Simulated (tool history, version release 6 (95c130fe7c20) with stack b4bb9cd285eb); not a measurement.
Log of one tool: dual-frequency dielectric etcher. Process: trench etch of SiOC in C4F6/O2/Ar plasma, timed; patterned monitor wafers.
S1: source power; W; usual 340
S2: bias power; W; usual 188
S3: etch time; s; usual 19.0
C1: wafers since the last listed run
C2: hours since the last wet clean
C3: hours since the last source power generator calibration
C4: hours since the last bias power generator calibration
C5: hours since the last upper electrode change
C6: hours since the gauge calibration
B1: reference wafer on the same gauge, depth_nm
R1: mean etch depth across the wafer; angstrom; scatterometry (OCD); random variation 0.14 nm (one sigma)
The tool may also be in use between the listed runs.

run	hour	S1	S2	S3	C1	C2	C3	C4	C5	C6	B1	R1
1	0.0	340	205	19.0	0	416.8	2538.5	3610.7	4896.0	29.6	42.11	358.7
2	6.3	340	205	19.0	63	423.1	2544.8	3617.0	4902.3	35.9	42.07	357.8
3	52.8	340	188	19.0	469	469.6	2591.3	3663.5	4948.8	82.4	42.13	346.9
# hour 70.3: source power generator calibrated
4	70.8	360	188	19.0	141	487.6	0.5	3681.5	4966.8	100.4	42.18	350.2
5	80.2	360	188	19.0	94	497.0	9.9	3690.9	4976.2	109.8	42.08	350.2
# hour 108.0: bias power generator calibrated
# hour 108.6: upper electrode replaced
# hour 119.8: gauge calibrated
# hour 128.0: wet clean of the chamber
6	128.5	340	188	19.0	245	0.5	58.2	20.5	19.9	8.7	42.10	362.8
7	128.8	340	188	19.0	3	0.8	58.5	20.8	20.2	9.0	42.11	361.2
8	129.2	370	188	23.0	4	1.2	58.9	21.2	20.6	9.4	42.11	449.6
9	129.5	340	188	19.0	3	1.5	59.2	21.5	20.9	9.7	42.06	361.4
10	139.0	300	235	21.5	95	11.0	68.7	31.0	30.4	19.2	42.10	421.3
11	152.9	370	167	19.0	140	24.9	82.6	44.9	44.3	33.1	42.14	356.7
12	169.3	310	188	17.5	165	41.3	99.0	61.3	60.7	49.5	42.06	325.1
13	182.0	340	188	16.5	128	54.0	111.7	74.0	73.4	62.2	42.14	314.1
14	188.8	300	171	19.0	68	60.8	118.5	80.8	80.2	69.0	42.11	338.9
15	205.8	340	205	19.0	171	77.8	135.5	97.8	97.2	86.0	42.09	370.1

How the hidden state differs across the entries between the runs, from the last listed run before each to the first after it:
Between runs 3 and 4: source power generator calibrated (hour 70.3)
  etch rate over this chamber's usual, %: -3.54 -> -3.71
  measured less the result without the state, R1: -12.7 -> -13.5 angstrom
Between runs 5 and 6: bias power generator calibrated (hour 108.0); upper electrode replaced (hour 108.6); gauge calibrated (hour 119.8); wet clean of the chamber (hour 128.0)
  etch rate over this chamber's usual, %: -3.8 -> 0.778
  measured less the result without the state, R1: -13.8 -> +2.8 angstrom

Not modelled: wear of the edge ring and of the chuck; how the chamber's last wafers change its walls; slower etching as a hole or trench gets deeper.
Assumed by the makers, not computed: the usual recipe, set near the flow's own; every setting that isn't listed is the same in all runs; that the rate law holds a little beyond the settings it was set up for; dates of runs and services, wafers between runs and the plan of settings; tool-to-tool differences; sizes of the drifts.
